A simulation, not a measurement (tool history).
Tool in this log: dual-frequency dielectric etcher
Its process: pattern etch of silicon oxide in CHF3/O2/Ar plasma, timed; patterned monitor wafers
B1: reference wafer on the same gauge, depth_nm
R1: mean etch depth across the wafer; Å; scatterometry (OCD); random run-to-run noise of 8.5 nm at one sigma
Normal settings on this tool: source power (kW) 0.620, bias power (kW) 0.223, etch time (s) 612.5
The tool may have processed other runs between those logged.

run 1 hour=0.0 | source_power_(kW)=0.540 bias_power_(kW)=0.223 etch_time_(s)=612.5 | B1=1329.4 | R1=12215
run 2 hour=59.4 | source_power_(kW)=0.620 bias_power_(kW)=0.206 etch_time_(s)=711.5 | B1=1327.6 | R1=14094
run 3 hour=96.6 | source_power_(kW)=0.680 bias_power_(kW)=0.223 etch_time_(s)=612.5 | B1=1326.8 | R1=12426
run 4 hour=176.2 | source_power_(kW)=0.680 bias_power_(kW)=0.223 etch_time_(s)=612.5 | B1=1322.8 | R1=12469
run 5 hour=264.3 | source_power_(kW)=0.680 bias_power_(kW)=0.223 etch_time_(s)=612.5 | B1=1316.4 | R1=12516
run 6 hour=350.2 | source_power_(kW)=0.620 bias_power_(kW)=0.223 etch_time_(s)=612.5 | B1=1312.5 | R1=12140
run 7 hour=399.5 | source_power_(kW)=0.620 bias_power_(kW)=0.223 etch_time_(s)=612.5 | B1=1310.6 | R1=12292
run 8 hour=482.6 | source_power_(kW)=0.620 bias_power_(kW)=0.223 etch_time_(s)=612.5 | B1=1307.2 | R1=12268
-- hour=551.5 wet clean of the chamber
run 9 hour=578.6 | source_power_(kW)=0.620 bias_power_(kW)=0.223 etch_time_(s)=612.5 | B1=1301.1 | R1=12250
run 10 hour=664.1 | source_power_(kW)=0.620 bias_power_(kW)=0.223 etch_time_(s)=612.5 | B1=1298.6 | R1=12206
-- hour=691.3 gauge calibrated
run 11 hour=754.2 | source_power_(kW)=0.620 bias_power_(kW)=0.254 etch_time_(s)=612.5 | B1=1393.7 | R1=13255
run 12 hour=824.4 | source_power_(kW)=0.620 bias_power_(kW)=0.223 etch_time_(s)=612.5 | B1=1386.4 | R1=12897
run 13 hour=923.0 | source_power_(kW)=0.620 bias_power_(kW)=0.223 etch_time_(s)=612.5 | B1=1387.0 | R1=12875
run 14 hour=991.8 | source_power_(kW)=0.620 bias_power_(kW)=0.223 etch_time_(s)=612.5 | B1=1385.6 | R1=12947
run 15 hour=1091.4 | source_power_(kW)=0.620 bias_power_(kW)=0.223 etch_time_(s)=612.5 | B1=1380.3 | R1=12808
-- hour=1132.1 source power generator calibrated
-- hour=1180.0 upper electrode replaced
-- hour=1203.8 wet clean of the chamber
run 16 hour=1351.8 | source_power_(kW)=0.620 bias_power_(kW)=0.223 etch_time_(s)=612.5 | B1=1366.1 | R1=12811
-- hour=1392.6 bias power generator calibrated
run 17 hour=1406.3 | source_power_(kW)=0.470 bias_power_(kW)=0.271 etch_time_(s)=676.0 | B1=1362.4 | R1=13931
run 18 hour=1444.0 | source_power_(kW)=0.460 bias_power_(kW)=0.275 etch_time_(s)=612.5 | B1=1361.7 | R1=12454
run 19 hour=1532.5 | source_power_(kW)=0.570 bias_power_(kW)=0.176 etch_time_(s)=503.5 | B1=1358.5 | R1=9775
run 20 hour=1608.9 | source_power_(kW)=0.720 bias_power_(kW)=0.204 etch_time_(s)=530.5 | B1=1351.0 | R1=11024
run 21 hour=1665.1 | source_power_(kW)=0.470 bias_power_(kW)=0.245 etch_time_(s)=612.5 | B1=1354.9 | R1=12262
-- hour=1753.1 wet clean of the chamber
run 22 hour=1771.3 | source_power_(kW)=0.620 bias_power_(kW)=0.223 etch_time_(s)=612.5 | B1=1350.2 | R1=12566
run 23 hour=1814.5 | source_power_(kW)=0.620 bias_power_(kW)=0.240 etch_time_(s)=694.5 | B1=1345.2 | R1=14292
run 24 hour=1898.2 | source_power_(kW)=0.620 bias_power_(kW)=0.223 etch_time_(s)=715.5 | B1=1339.7 | R1=14733
run 25 hour=1987.3 | source_power_(kW)=0.620 bias_power_(kW)=0.223 etch_time_(s)=612.5 | B1=1339.4 | R1=12519
run 26 hour=2073.5 | source_power_(kW)=0.730 bias_power_(kW)=0.258 etch_time_(s)=612.5 | B1=1335.5 | R1=13223
run 27 hour=2142.2 | source_power_(kW)=0.750 bias_power_(kW)=0.253 etch_time_(s)=436.5 | B1=1331.8 | R1=9439
run 28 hour=2236.4 | source_power_(kW)=0.780 bias_power_(kW)=0.223 etch_time_(s)=431.5 | B1=1327.3 | R1=9200

5 options for the next run, each taken on its own from the tool as it stands now. Forecast them:
run A hour=2237.0 | source_power_(kW)=0.560 bias_power_(kW)=0.223 etch_time_(s)=612.5 | B1=? | R1=?
run B hour=2237.0 | source_power_(kW)=0.750 bias_power_(kW)=0.191 etch_time_(s)=612.5 | B1=? | R1=?
run C hour=2237.0 | source_power_(kW)=0.670 bias_power_(kW)=0.223 etch_time_(s)=754.0 | B1=? | R1=?
run D hour=2237.0 | source_power_(kW)=0.620 bias_power_(kW)=0.261 etch_time_(s)=751.5 | B1=? | R1=?
run E hour=2237.0 | source_power_(kW)=0.620 bias_power_(kW)=0.264 etch_time_(s)=612.5 | B1=? | R1=?

run=A B1=1326.0 R1=12265
run=B B1=1326.0 R1=12691
run=C B1=1326.0 R1=15659
run=D B1=1326.0 R1=15824
run=E B1=1326.0 R1=12927
Stripped of hidden state, with their random variation kept, the same runs would have yielded:
run=A R1=12848
run=B R1=13295
run=C R1=16403
run=D R1=16576
run=E R1=13541

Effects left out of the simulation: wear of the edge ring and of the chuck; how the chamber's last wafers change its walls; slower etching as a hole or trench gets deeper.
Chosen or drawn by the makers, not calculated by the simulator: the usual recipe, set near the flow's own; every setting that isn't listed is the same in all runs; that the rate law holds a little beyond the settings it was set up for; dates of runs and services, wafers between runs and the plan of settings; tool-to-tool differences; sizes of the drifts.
